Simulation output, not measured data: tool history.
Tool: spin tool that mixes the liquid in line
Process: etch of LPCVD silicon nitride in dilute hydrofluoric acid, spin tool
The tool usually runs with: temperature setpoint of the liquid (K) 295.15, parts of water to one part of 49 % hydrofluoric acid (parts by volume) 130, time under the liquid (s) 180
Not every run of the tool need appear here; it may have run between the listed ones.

run	hour	temperature setpoint of the liquid (K)	parts of water to one part of 49 % hydrofluoric acid (parts by volume)	time under the liquid (s)	read-back film thickness of the LPCVD silicon nitride reference wafer, read on the same gauge (nm)	thickness taken off the LPCVD silicon nitride on a monitor wafer (Å)
1	0	295.15	130	180	60.025	6.46
2	47.6	295.15	130	180	59.963	6.87
3	89.3	295.15	130	180	60.044	6.8
4	154.7	295.15	130	180	59.974	6.64
5	209.1	295.15	155	180	59.985	5.48
6	258.3	295.15	155	180	60.012	5.49
7	293.8	295.15	130	180	59.967	6.45
# hour 327.1: gauge calibrated
8	487.7	292.65	180	105	60.04	2.49
# hour 489.3: thermometer replaced
# hour 492.2: hydrofluoric acid flow meter replaced
9	514.6	297.65	85	180	60.006	12.31
10	639.2	295.15	130	270	59.978	9.98
11	666.5	295.15	130	180	60.011	7.17
12	727.3	295.15	160	180	60.002	5.64
13	781.2	295.15	130	180	60.001	6.55
14	840.4	298.15	105	120	59.998	6.86

Below are 5 alternative next runs, each starting from the tool's condition after run 14. Predict each:
A	840.9	298.65	130	180	?	?
B	840.9	299.65	185	180	?	?
C	840.9	295.15	130	240	?	?
D	840.9	295.15	85	115	?	?
E	840.9	292.65	165	210	?	?

run	read-back film thickness of the LPCVD silicon nitride reference wafer, read on the same gauge (nm)	thickness taken off the LPCVD silicon nitride on a monitor wafer (Å)
A	60.006	8.62
B	60.006	6.46
C	60.006	9.15
D	60.006	6.65
E	60.006	5.37
With no hidden state in the tool, these same runs would have given:
run	thickness taken off the LPCVD silicon nitride on a monitor wafer (Å)
A	8.62
B	6.46
C	9.15
D	6.65
E	5.37
